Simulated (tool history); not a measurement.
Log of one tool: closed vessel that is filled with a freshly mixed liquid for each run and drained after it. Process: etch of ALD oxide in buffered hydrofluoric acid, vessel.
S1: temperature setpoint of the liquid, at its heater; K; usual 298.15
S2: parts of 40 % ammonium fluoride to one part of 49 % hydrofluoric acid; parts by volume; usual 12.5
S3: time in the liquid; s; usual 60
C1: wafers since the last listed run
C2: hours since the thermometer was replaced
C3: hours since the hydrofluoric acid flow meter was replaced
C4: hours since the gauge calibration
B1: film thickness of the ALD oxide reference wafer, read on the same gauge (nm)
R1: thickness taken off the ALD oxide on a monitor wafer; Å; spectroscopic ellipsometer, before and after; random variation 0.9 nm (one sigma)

run	day	S1	S2	S3	C1	C2	C3	C4	B1	R1
1	0	298.15	14.5	60	0	1511	577.3	328.1	130.21	1276.5
2	1.962	296.15	12.5	60	4701	1558.1	624.4	375.2	130.05	1326.1
3	6.458	296.15	12.5	60	10770	1666	732.3	483.1	129.68	1319.2
4	9.888	298.15	12.5	60	8215	1748.3	814.6	565.4	129.25	1452.1
5	12.95	298.15	12.5	60	7336	1821.8	888.1	638.9	128.88	1469.4
# day 13.125: hydrofluoric acid flow meter replaced
6	16.258	298.15	9.5	60	7825	1901.2	75.2	718.3	128.39	1878.7
7	19.817	298.15	9.5	60	8524	1986.6	160.6	803.7	127.81	1875.7
8	21.662	298.15	12.5	80	4421	2030.9	204.9	848	127.49	1922.6
# day 23.075: gauge calibrated
9	24.488	298.15	12.5	80	6767	2098.7	272.7	33.9	130.07	1970
10	26.708	298.15	16	60	5320	2152	326	87.2	130	1162.9
11	29.108	301.15	10	95	5749	2209.6	383.6	144.8	129.94	3407.3
12	33.012	294.15	9	75	9352	2303.3	477.3	238.5	129.78	1952.2
# day 34.45: thermometer replaced
13	35.217	298.15	12.5	45	5180	18.4	530.2	291.4	129.7	1111.4
14	39.433	295.65	9.5	70	10101	119.6	631.4	392.6	129.41	1919.9
15	43.679	298.15	12.5	60	10171	221.5	733.3	494.5	128.96	1456.5
16	47.971	298.15	16	60	10281	324.5	836.3	597.5	128.51	1153.8
# day 48.175: hydrofluoric acid flow meter replaced
17	50.117	303.15	9.5	60	5040	376	46.6	649	128.23	2431.3
18	53.075	301.15	12.5	30	7087	447	117.6	720	127.77	853.9
19	56.517	296.15	17.5	50	8244	529.6	200.2	802.6	127.21	773.6
# day 60.196: gauge calibrated
20	63.675	295.65	14	70	17148	701.4	372	83.5	129.85	1341.2

3 ways to go on from here, each from the tool as it stands after run 20. What would each give?
A	63.704	298.15	12.5	60	69	702.1	372.7	84.2	?	?
B	63.704	298.15	12.5	70	69	702.1	372.7	84.2	?	?
C	63.704	295.15	8	50	69	702.1	372.7	84.2	?	?

run	B1	R1
A	129.88	1460.9
B	129.88	1704.4
C	129.88	1559.4
Without the tool's hidden state the same runs would have given:
run	R1
A	1462.6
B	1706.4
C	1561.3

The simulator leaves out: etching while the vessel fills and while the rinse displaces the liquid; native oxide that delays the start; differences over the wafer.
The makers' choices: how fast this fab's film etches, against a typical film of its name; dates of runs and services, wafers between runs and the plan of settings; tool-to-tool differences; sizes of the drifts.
